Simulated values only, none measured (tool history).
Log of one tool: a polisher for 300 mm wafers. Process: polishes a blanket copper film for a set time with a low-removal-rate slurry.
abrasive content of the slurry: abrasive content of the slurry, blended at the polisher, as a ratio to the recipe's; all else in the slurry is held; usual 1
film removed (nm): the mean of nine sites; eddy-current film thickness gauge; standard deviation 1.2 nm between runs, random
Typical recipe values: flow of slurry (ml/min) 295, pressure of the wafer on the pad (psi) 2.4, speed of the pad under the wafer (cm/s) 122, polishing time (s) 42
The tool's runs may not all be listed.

run,day,flow of slurry (ml/min),pressure of the wafer on the pad (psi),speed of the pad under the wafer (cm/s),abrasive content of the slurry,polishing time (s),wafers since the last listed run,wafers polished on this pad,hours since the slurry nozzle was cleaned,hours since the head pressure was calibrated,hours since the slurry blender was calibrated,"incoming thickness of the incoming film, nm",film removed (nm)
1,0,295,2.4,122,1,42,0,1016,342.1,500.7,67.1,1248.7,98
# day 0.342: worn pad replaced by a new one
2,0.75,295,2.4,122,1.25,42,177,124,360.1,518.7,85.1,1243.1,102.4
3,1.038,295,2.4,122,1,34,87,212,367,525.6,92,1242.5,81.1
4,2.042,295,2.4,122,1,42,305,517,391.1,549.7,116.1,1230,98.2
5,2.304,295,2.4,122,1,42,79,597,397.4,556,122.4,1221.8,98.3
# day 2.512: head pressure recalibrated
6,2.733,295,2.4,122,1,42,105,702,407.7,5.3,132.7,1237.1,96.9
# day 3.504: worn pad replaced by a new one
7,3.525,295,2.4,122,1,42,190,6,426.7,24.3,151.7,1226.3,96.1
8,4.05,295,2.4,122,1,42,159,166,439.3,36.9,164.3,1252.6,96.8
9,4.738,390,2.4,122,1,42,209,375,455.8,53.4,180.8,1236.1,97.4
# day 4.917: slurry blender recalibrated
10,5.054,295,2.7,122,0.8,37,71,446,463.4,61,3.3,1244.8,95.4
# day 5.317: slurry nozzle cleaned
11,5.704,295,1.6,122,1,42,185,631,9.3,76.6,18.9,1254.1,66.7
12,6.017,295,2.4,122,1,42,95,726,16.8,84.1,26.4,1230.7,98.8
13,6.438,295,2.4,122,1.1,29,128,854,26.9,94.2,36.5,1241.1,70.7
14,6.821,295,2.4,152,1.25,42,116,971,36.1,103.4,45.7,1233.8,126
# day 7.354: worn pad replaced by a new one
15,7.375,295,2.4,122,1,42,117,6,49.4,116.7,59,1241.7,98.5
16,7.929,335,2.4,146,1,42,168,175,62.7,130,72.3,1242.9,119.7

Forecast each of these 4 alternatives for the next run:
A,7.946,295,2.4,122,1,42,5,180,63.1,130.4,72.7,1238.2,?
B,7.946,205,2.4,122,0.7,42,5,180,63.1,130.4,72.7,1238.2,?
C,7.946,295,1.6,100,1,42,5,180,63.1,130.4,72.7,1238.2,?
D,7.946,295,2.4,86,1.15,35,5,180,63.1,130.4,72.7,1238.2,?

run,film removed (nm)
A,96.5
B,90.9
C,52.8
D,57.7
With no hidden state in the tool, these same runs would have given:
run,film removed (nm)
A,98.6
B,92.8
C,53.9
D,58.9
